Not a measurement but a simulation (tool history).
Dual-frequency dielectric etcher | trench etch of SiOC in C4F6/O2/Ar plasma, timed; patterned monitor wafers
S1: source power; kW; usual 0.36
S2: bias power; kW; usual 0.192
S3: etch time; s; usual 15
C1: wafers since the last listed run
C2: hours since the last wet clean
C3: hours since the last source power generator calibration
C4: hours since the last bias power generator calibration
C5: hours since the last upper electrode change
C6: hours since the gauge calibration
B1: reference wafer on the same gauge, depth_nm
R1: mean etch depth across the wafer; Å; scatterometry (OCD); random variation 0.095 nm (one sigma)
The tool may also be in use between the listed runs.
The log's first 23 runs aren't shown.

| run | day | S1 | S2 | S3 | C1 | C2 | C3 | C4 | C5 | C6 | B1 | R1 |
|---|---|---|---|---|---|---|---|---|---|---|---|---|
|  | 47.258 | upper electrode replaced |
| 24 | 47.279 | 0.42 | 0.151 | 12 | 1093 | 406.2 | 1314.2 | 169.7 | 0.5 | 319.8 | 35.2 | 257.6 |
| 25 | 48.158 | 0.36 | 0.192 | 15 | 404 | 427.3 | 1335.3 | 190.8 | 21.6 | 340.9 | 35.21 | 325 |
| 26 | 50.608 | 0.3 | 0.192 | 16.5 | 1126 | 486.1 | 1394.1 | 249.6 | 80.4 | 399.7 | 35.21 | 340.1 |
|  | 57.608 | wet clean of the chamber |
| 27 | 59.604 | 0.32 | 0.225 | 13.5 | 3675 | 47.9 | 1610 | 465.5 | 296.3 | 615.6 | 35.19 | 293.4 |
| 28 | 61.842 | 0.43 | 0.149 | 13.5 | 1028 | 101.6 | 1663.7 | 519.2 | 350 | 669.3 | 35.21 | 289.4 |
| 29 | 64.417 | 0.36 | 0.192 | 15 | 1183 | 163.4 | 1725.5 | 581 | 411.8 | 731.1 | 35.16 | 324.4 |
| 30 | 70.896 | 0.36 | 0.192 | 18.5 | 2978 | 318.9 | 1881 | 736.5 | 567.3 | 886.6 | 35.2 | 403 |
| 31 | 73.867 | 0.36 | 0.192 | 15 | 1365 | 390.2 | 1952.3 | 807.8 | 638.6 | 957.9 | 35.21 | 325.7 |

3 ways to go on from here, each from the tool as it stands after run 31. What would each give?
| A | 73.883 | 0.36 | 0.154 | 15 | 7 | 390.6 | 1952.7 | 808.2 | 639 | 958.3 | ? | ? |
| B | 73.883 | 0.36 | 0.192 | 12.5 | 7 | 390.6 | 1952.7 | 808.2 | 639 | 958.3 | ? | ? |
| C | 73.883 | 0.27 | 0.232 | 18 | 7 | 390.6 | 1952.7 | 808.2 | 639 | 958.3 | ? | ? |

| run | B1 | R1 |
|---|---|---|
| A | 35.22 | 307.5 |
| B | 35.22 | 271.7 |
| C | 35.22 | 378.3 |
Without the tool's hidden state the same runs would have given:
| run | R1 |
|---|---|
| A | 303.4 |
| B | 268.1 |
| C | 373.3 |
